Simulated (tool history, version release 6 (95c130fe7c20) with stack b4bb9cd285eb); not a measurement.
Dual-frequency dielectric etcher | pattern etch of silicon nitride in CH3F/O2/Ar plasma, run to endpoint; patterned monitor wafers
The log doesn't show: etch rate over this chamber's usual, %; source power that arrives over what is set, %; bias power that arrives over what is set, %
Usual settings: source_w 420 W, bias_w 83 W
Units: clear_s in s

| run | hour | source_w | bias_w | wafers since the last listed run | hours since the last wet clean | hours since the last source power generator calibration | hours since the last bias power generator calibration | hours since the last upper electrode change | incoming incoming film thickness, nm | clear_s |
|---|---|---|---|---|---|---|---|---|---|---|
| 1 | 0.0 | 490 | 68 | 0 | 119.9 | 4192.1 | 2998.3 | 2086.7 | 34.32 | 47.3 |
| 2 | 34.8 | 490 | 68 | 394 | 154.7 | 4226.9 | 3033.1 | 2121.5 | 34.42 | 47.0 |
| 3 | 92.1 | 420 | 99 | 649 | 212.0 | 4284.2 | 3090.4 | 2178.8 | 34.09 | 42.7 |
| 4 | 135.7 | 420 | 99 | 494 | 255.6 | 4327.8 | 3134.0 | 2222.4 | 34.22 | 42.8 |
| 5 | 197.6 | 420 | 99 | 701 | 317.5 | 4389.7 | 3195.9 | 2284.3 | 33.78 | 41.9 |
| 6 | 264.6 | 420 | 83 | 759 | 384.5 | 4456.7 | 3262.9 | 2351.3 | 34.12 | 46.9 |
| 7 | 326.1 | 420 | 83 | 697 | 446.0 | 4518.2 | 3324.4 | 2412.8 | 34.20 | 46.5 |
|  | 391.3 | wet clean of the chamber |
| 8 | 391.8 | 420 | 83 | 472 | 0.5 | 4583.9 | 3390.1 | 2478.5 | 34.17 | 47.0 |
| 9 | 420.8 | 420 | 83 | 328 | 29.5 | 4612.9 | 3419.1 | 2507.5 | 33.95 | 45.6 |
| 10 | 462.4 | 420 | 83 | 471 | 71.1 | 4654.5 | 3460.7 | 2549.1 | 33.92 | 46.7 |
| 11 | 502.8 | 420 | 83 | 458 | 111.5 | 4694.9 | 3501.1 | 2589.5 | 34.07 | 46.2 |
| 12 | 535.4 | 520 | 77 | 369 | 144.1 | 4727.5 | 3533.7 | 2622.1 | 34.14 | 42.4 |
| 13 | 569.4 | 420 | 83 | 385 | 178.1 | 4761.5 | 3567.7 | 2656.1 | 34.34 | 46.0 |
| 14 | 602.0 | 460 | 102 | 369 | 210.7 | 4794.1 | 3600.3 | 2688.7 | 34.11 | 40.2 |
| 15 | 647.3 | 330 | 65 | 513 | 256.0 | 4839.4 | 3645.6 | 2734.0 | 34.14 | 60.2 |
|  | 700.0 | upper electrode replaced |
|  | 704.4 | source power generator calibrated |
| 16 | 705.7 | 390 | 83 | 344 | 314.4 | 1.3 | 3704.0 | 5.7 | 34.42 | 48.5 |
| 17 | 766.1 | 420 | 83 | 684 | 374.8 | 61.7 | 3764.4 | 66.1 | 34.39 | 47.1 |
| 18 | 815.0 | 420 | 83 | 554 | 423.7 | 110.6 | 3813.3 | 115.0 | 34.08 | 46.1 |
|  | 863.7 | bias power generator calibrated |
|  | 864.8 | wet clean of the chamber |
| 19 | 884.6 | 420 | 75 | 732 | 19.8 | 180.2 | 20.9 | 184.6 | 34.37 | 50.0 |
| 20 | 927.7 | 420 | 98 | 488 | 62.9 | 223.3 | 64.0 | 227.7 | 34.16 | 42.8 |
| 21 | 981.3 | 420 | 71 | 607 | 116.5 | 276.9 | 117.6 | 281.3 | 33.86 | 49.8 |
| 22 | 1114.8 | 420 | 83 | 1513 | 250.0 | 410.4 | 251.1 | 414.8 | 33.94 | 47.0 |

Forecast each of these 3 alternatives for the next run:
| A | 1115.2 | 500 | 83 | 4 | 250.4 | 410.8 | 251.5 | 415.2 | 34.26 | ? |
| B | 1115.2 | 420 | 102 | 4 | 250.4 | 410.8 | 251.5 | 415.2 | 34.26 | ? |
| C | 1115.2 | 390 | 96 | 4 | 250.4 | 410.8 | 251.5 | 415.2 | 34.26 | ? |

| run | clear_s |
|---|---|
| A | 43.0 |
| B | 42.6 |
| C | 45.6 |
Without the tool's hidden state the same runs would have given:
| run | clear_s |
|---|---|
| A | 43.0 |
| B | 42.6 |
| C | 45.6 |
